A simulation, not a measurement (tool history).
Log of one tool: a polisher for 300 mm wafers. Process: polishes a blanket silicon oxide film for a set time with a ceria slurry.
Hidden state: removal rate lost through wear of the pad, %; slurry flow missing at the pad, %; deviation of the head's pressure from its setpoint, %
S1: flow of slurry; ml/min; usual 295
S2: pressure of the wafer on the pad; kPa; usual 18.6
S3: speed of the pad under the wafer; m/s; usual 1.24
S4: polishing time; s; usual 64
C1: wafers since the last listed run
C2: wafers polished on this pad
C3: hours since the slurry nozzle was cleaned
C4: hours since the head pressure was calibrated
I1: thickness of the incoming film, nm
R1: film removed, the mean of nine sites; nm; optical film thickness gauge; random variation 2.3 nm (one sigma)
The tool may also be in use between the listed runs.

run 1 hour=0 | S1=295 S2=22.8 S3=1.58 S4=64 | C1=0 C2=1184 C3=187.4 C4=541.5 | I1=1172.1 | R1=454.8
run 2 hour=29.7 | S1=295 S2=18.6 S3=1.24 S4=64 | C1=355 C2=1539 C3=217.1 C4=571.2 | I1=1185.8 | R1=316.3
run 3 hour=55.2 | S1=295 S2=15.2 S3=1.24 S4=64 | C1=304 C2=1844 C3=242.6 C4=596.7 | I1=1187.2 | R1=262
run 4 hour=73.7 | S1=295 S2=18.6 S3=1.24 S4=64 | C1=221 C2=2065 C3=261.1 C4=615.2 | I1=1198.8 | R1=313.7
run 5 hour=109.5 | S1=295 S2=18.6 S3=1.24 S4=59 | C1=428 C2=2493 C3=296.9 C4=651 | I1=1193.5 | R1=290.6
-- hour=124.7 worn pad replaced by a new one
run 6 hour=128.6 | S1=295 S2=18.6 S3=1.24 S4=59 | C1=180 C2=46 C3=316 C4=670.1 | I1=1183.9 | R1=303.6
run 7 hour=161.5 | S1=295 S2=18.6 S3=1.24 S4=59 | C1=393 C2=440 C3=348.9 C4=703 | I1=1206.4 | R1=296.1
run 8 hour=192.1 | S1=295 S2=20.7 S3=1.52 S4=64 | C1=365 C2=806 C3=379.5 C4=733.6 | I1=1196.3 | R1=399.3
run 9 hour=221.7 | S1=295 S2=20.7 S3=1.52 S4=64 | C1=354 C2=1160 C3=409.1 C4=763.2 | I1=1202.4 | R1=401.1
run 10 hour=237 | S1=295 S2=20.7 S3=1.52 S4=64 | C1=182 C2=1343 C3=424.4 C4=778.5 | I1=1208.4 | R1=394.6
run 11 hour=270.5 | S1=295 S2=18.6 S3=1.24 S4=64 | C1=400 C2=1743 C3=457.9 C4=812 | I1=1200 | R1=309.6
run 12 hour=285.2 | S1=295 S2=18.6 S3=1.24 S4=64 | C1=175 C2=1919 C3=472.6 C4=826.7 | I1=1210.8 | R1=307.3
run 13 hour=310.8 | S1=295 S2=18.6 S3=1.24 S4=64 | C1=306 C2=2225 C3=498.2 C4=852.3 | I1=1211.4 | R1=305.7
run 14 hour=329.7 | S1=295 S2=18.6 S3=1.24 S4=64 | C1=226 C2=2451 C3=517.1 C4=871.2 | I1=1192.4 | R1=307.3
-- hour=345.1 worn pad replaced by a new one
-- hour=347.5 slurry nozzle cleaned
run 15 hour=357.3 | S1=295 S2=18.6 S3=1.24 S4=64 | C1=270 C2=133 C3=9.8 C4=898.8 | I1=1214.3 | R1=331.7
run 16 hour=380 | S1=295 S2=18.6 S3=1.24 S4=64 | C1=271 C2=405 C3=32.5 C4=921.5 | I1=1197.9 | R1=319.8
run 17 hour=395.1 | S1=295 S2=18.6 S3=1.24 S4=64 | C1=180 C2=585 C3=47.6 C4=936.6 | I1=1198.2 | R1=320.8
run 18 hour=414.5 | S1=215 S2=13.1 S3=1.24 S4=43 | C1=232 C2=817 C3=67 C4=956 | I1=1210.8 | R1=152.4

Forecast run 19:
run 19 hour=438.8 | S1=295 S2=18.6 S3=1.24 S4=64 | C1=290 C2=1108 C3=91.3 C4=980.3 | I1=1215.6 | R1=?

R1: 315.7 nm
Without the tool's hidden state the same run would have given R1 334.4 nm.

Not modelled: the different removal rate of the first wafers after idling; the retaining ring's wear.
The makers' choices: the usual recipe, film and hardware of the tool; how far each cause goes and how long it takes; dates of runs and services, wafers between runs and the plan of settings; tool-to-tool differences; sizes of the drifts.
